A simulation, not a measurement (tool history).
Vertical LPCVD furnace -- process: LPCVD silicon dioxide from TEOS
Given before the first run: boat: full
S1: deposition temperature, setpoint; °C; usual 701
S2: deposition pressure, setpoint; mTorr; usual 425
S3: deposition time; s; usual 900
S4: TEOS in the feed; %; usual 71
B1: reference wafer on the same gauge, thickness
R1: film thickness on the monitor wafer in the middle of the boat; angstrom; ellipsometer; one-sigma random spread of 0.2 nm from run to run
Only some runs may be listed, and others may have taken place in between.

Run 1, hour 0.0: usual settings; B1 145.94. Result: R1 1462.7 angstrom.
Run 2, hour 14.5: usual settings; B1 146.02. Result: R1 1468.4 angstrom.
Run 3, hour 29.0: usual settings but S2 500 mTorr; B1 145.95. Result: R1 1588.0 angstrom.
Run 4, hour 41.7: usual settings but S2 500 mTorr; B1 145.96. Result: R1 1588.1 angstrom.
Run 5, hour 52.4: usual settings but S3 630 s; B1 146.02. Result: R1 1023.3 angstrom.
Run 6, hour 101.1: usual settings but S3 630 s; B1 146.01. Result: R1 1027.6 angstrom.
Run 7, hour 113.7: usual settings; B1 146.02. Result: R1 1464.3 angstrom.
Run 8, hour 124.0: usual settings; B1 146.04. Result: R1 1462.3 angstrom.
Run 9, hour 133.5: usual settings; B1 146.05. Result: R1 1467.9 angstrom.
Run 10, hour 150.6: usual settings; B1 146.05. Result: R1 1465.4 angstrom.
Run 11, hour 168.3: usual settings; B1 146.04. Result: R1 1467.8 angstrom.
Run 12, hour 187.7: usual settings but S1 692 °C, S4 84 %; B1 145.95. Result: R1 1296.9 angstrom.
Run 13, hour 196.4: usual settings but S1 690 °C, S2 490 mTorr, S3 600 s, S4 78 %; B1 145.93. Result: R1 849.0 angstrom.
Run 14, hour 208.1: usual settings; B1 146.11. Result: R1 1470.3 angstrom.
At hour 246.3: thermocouples replaced and temperature profile calibrated.
At hour 246.5: TEOS flow controller replaced.
At hour 259.0: gauge calibrated.
At hour 267.6: pressure gauge zeroed.
Run 15, hour 268.1: usual settings but S2 370 mTorr; B1 146.10. Result: R1 1268.8 angstrom.
Run 16, hour 277.2: usual settings but S3 630 s; B1 145.95. Result: R1 955.2 angstrom.
Run 17, hour 291.9: usual settings; B1 146.00. Result: R1 1361.6 angstrom.
Run 18, hour 317.7: usual settings but S1 693 °C, S3 1200 s; B1 146.02. Result: R1 1511.5 angstrom.
Run 19, hour 331.2: usual settings but S1 691 °C, S2 380 mTorr, S4 64 %; B1 145.99. Result: R1 971.4 angstrom.
Run 20, hour 349.2: usual settings but S1 690 °C, S4 82 %; B1 145.97. Result: R1 1135.6 angstrom.
Run 21, hour 358.8: usual settings but S1 692 °C, S3 570 s, S4 65 %; B1 145.99. Result: R1 672.8 angstrom.
Run 22, hour 376.6: usual settings but S1 696 °C; B1 146.06. Result: R1 1224.6 angstrom.
Run 23, hour 383.6: usual settings but S1 709 °C, S2 360 mTorr, S3 990 s, S4 83 %; B1 146.04. Result: R1 1811.3 angstrom.
Run 24, hour 400.7: usual settings but S2 500 mTorr; B1 145.99. Result: R1 1491.7 angstrom.
Run 25, hour 408.1: usual settings but S1 711 °C, S3 1140 s; B1 145.99. Result: R1 2192.5 angstrom.
Run 26, hour 417.1: usual settings but S2 490 mTorr, S3 600 s, S4 83 %; B1 145.97. Result: R1 1066.6 angstrom.
Run 27, hour 423.4: usual settings but S2 520 mTorr, S3 990 s; B1 146.00. Result: R1 1676.0 angstrom.
Run 28, hour 434.3: usual settings but S3 630 s; B1 145.96. Result: R1 966.9 angstrom.
Run 29, hour 449.2: usual settings but S3 1170 s; B1 146.02. Result: R1 1796.7 angstrom.
Run 30, hour 464.4: usual settings but S2 385 mTorr, S4 79 %; B1 145.99. Result: R1 1391.6 angstrom.

Below are 5 alternative next runs, each starting from the tool's condition after run 30. Predict each:
Run A, hour 468.0: usual settings; B1 ?. Result: R1 ?.
Run B, hour 468.0: usual settings but S1 694 °C; B1 ?. Result: R1 ?.
Run C, hour 468.0: usual settings but S1 704 °C, S3 1200 s; B1 ?. Result: R1 ?.
Run D, hour 468.0: usual settings but S1 707 °C, S2 370 mTorr, S4 62 %; B1 ?. Result: R1 ?.
Run E, hour 468.0: usual settings but S1 690 °C, S4 66 %; B1 ?. Result: R1 ?.

run      B1      R1
  A  146.02  1384.5
  B  146.02  1175.8
  C  146.02  1978.5
  D  146.02  1386.0
  E  146.02  1031.5
With the hidden condition removed and each run's random variation left untouched, the same runs would have given:
run      R1
  A  1356.9
  B  1152.1
  C  1939.3
  D  1358.7
  E  1010.5
